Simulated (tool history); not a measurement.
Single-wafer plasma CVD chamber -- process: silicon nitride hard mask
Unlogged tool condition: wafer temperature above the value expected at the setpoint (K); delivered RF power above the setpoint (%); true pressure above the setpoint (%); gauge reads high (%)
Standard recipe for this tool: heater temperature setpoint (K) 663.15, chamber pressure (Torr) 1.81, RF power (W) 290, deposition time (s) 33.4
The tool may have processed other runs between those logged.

run   hour  heater temperature setpoint (K)  chamber pressure (Torr)  RF power (W)  deposition time (s)  wafers since the last listed run  hours since the last thermocouple change  hours since the last RF generator calibration  hours since the last manometer calibration  hours since the showerhead was replaced  hours since the gauge calibration  read-back reference wafer on the same gauge, thickness_nm  mean film thickness on the monitor wafer (Å)
  1    0.0                           663.15                     1.81           290                 34.9                                 0                                    2186.6                                         2037.2                                       962.8                                   3467.7                              112.0                                                     38.295                                        447.39
  2   30.4                           663.15                     1.81           290                 34.9                               791                                    2217.0                                         2067.6                                       993.2                                   3498.1                              142.4                                                     38.288                                        446.93
  3   53.6                           663.15                     1.81           290                 33.4                               604                                    2240.2                                         2090.8                                      1016.4                                   3521.3                              165.6                                                     38.285                                        429.89
  4   79.0                           663.15                     1.81           320                 33.4                               661                                    2265.6                                         2116.2                                      1041.8                                   3546.7                              191.0                                                     38.300                                        455.53
  5  112.7                           663.15                     1.81           320                 33.4                               877                                    2299.3                                         2149.9                                      1075.5                                   3580.4                              224.7                                                     38.314                                        457.97
  6  132.0                           663.15                     1.81           290                 35.0                               502                                    2318.6                                         2169.2                                      1094.8                                   3599.7                              244.0                                                     38.291                                        452.08
  7  165.7                           663.15                     1.81           290                 35.0                               877                                    2352.3                                         2202.9                                      1128.5                                   3633.4                              277.7                                                     38.294                                        451.01
  8  189.4                           663.15                     1.81           290                 35.0                               617                                    2376.0                                         2226.6                                      1152.2                                   3657.1                              301.4                                                     38.295                                        453.93
  9  206.8                           663.15                     1.64           290                 33.4                               453                                    2393.4                                         2244.0                                      1169.6                                   3674.5                              318.8                                                     38.301                                        416.43
     233.3  -- thermocouple changed; heater temperature recalibrated
 10  235.3                           663.15                     1.64           290                 33.4                               533                                       2.0                                         2272.5                                      1198.1                                   3703.0                              347.3                                                     38.277                                        416.10
     267.4  -- showerhead replaced
     271.7  -- capacitance manometer re-zeroed and calibrated
 11  272.2                           663.15                     2.13           290                 33.4                               640                                      38.9                                         2309.4                                         0.5                                      4.8                              384.2                                                     38.332                                        459.95
 12  292.4                           663.15                     1.81           290                 33.4                               525                                      59.1                                         2329.6                                        20.7                                     25.0                              404.4                                                     38.277                                        439.37
     313.0  -- gauge calibrated
 13  316.3                           663.15                     2.12           340                 39.3                               622                                      83.0                                         2353.5                                        44.6                                     48.9                                3.3                                                     38.332                                        596.21
     348.3  -- RF generator calibrated
 14  348.8                           663.15                     1.81           335                 33.4                               637                                     115.5                                            0.5                                        77.1                                     81.4                               35.8                                                     38.271                                        481.30
 15  361.0                           669.15                     1.81           290                 33.4                               317                                     127.7                                           12.7                                        89.3                                     93.6                               48.0                                                     38.303                                        438.97
     394.6  -- capacitance manometer re-zeroed and calibrated, repeated, since the last time left the tool worse
 16  395.1                           653.15                     1.62           235                 30.8                               679                                     161.8                                           46.8                                         0.5                                    127.7                               82.1                                                     38.301                                        329.26
 17  409.7                           653.15                     1.62           235                 30.8                               380                                     176.4                                           61.4                                        15.1                                    142.3                               96.7                                                     38.303                                        330.63
 18  443.2                           663.15                     1.81           345                 33.4                               872                                     209.9                                           94.9                                        48.6                                    175.8                              130.2                                                     38.298                                        470.47
 19  458.9                           668.15                     1.81           250                 33.4                               408                                     225.6                                          110.6                                        64.3                                    191.5                              145.9                                                     38.283                                        385.50
 20  479.9                           674.15                     2.19           240                 36.5                               546                                     246.6                                          131.6                                        85.3                                    212.5                              166.9                                                     38.271                                        433.27
 21  496.5                           663.15                     1.81           335                 33.4                               432                                     263.2                                          148.2                                       101.9                                    229.1                              183.5                                                     38.314                                        463.95
 22  520.8                           663.15                     1.81           240                 36.7                               632                                     287.5                                          172.5                                       126.2                                    253.4                              207.8                                                     38.318                                        413.25
 23  556.4                           663.15                     2.14           230                 33.4                               926                                     323.1                                          208.1                                       161.8                                    289.0                              243.4                                                     38.304                                        383.72

Predict each of these 4 candidate next runs independently; none follows another, all start after run 23:
  A  556.8                           663.15                     1.81           290                 33.4                                10                                     323.5                                          208.5                                       162.2                                    289.4                              243.8                                                          ?                                             ?
  B  556.8                           654.15                     1.47           315                 33.4                                10                                     323.5                                          208.5                                       162.2                                    289.4                              243.8                                                          ?                                             ?
  C  556.8                           663.15                     1.81           235                 33.4                                10                                     323.5                                          208.5                                       162.2                                    289.4                              243.8                                                          ?                                             ?
  D  556.8                           658.15                     2.13           315                 39.2                                10                                     323.5                                          208.5                                       162.2                                    289.4                              243.8                                                          ?                                             ?

run  read-back reference wafer on the same gauge, thickness_nm  mean film thickness on the monitor wafer (Å)
  A                                                     38.288                                        423.15
  B                                                     38.288                                        413.80
  C                                                     38.288                                        369.76
  D                                                     38.288                                        552.56
Take away the tool's hidden state, keep each run's random variation, and the runs would have read:
run  mean film thickness on the monitor wafer (Å)
  A                                        423.31
  B                                        413.97
  C                                        369.89
  D                                        552.75
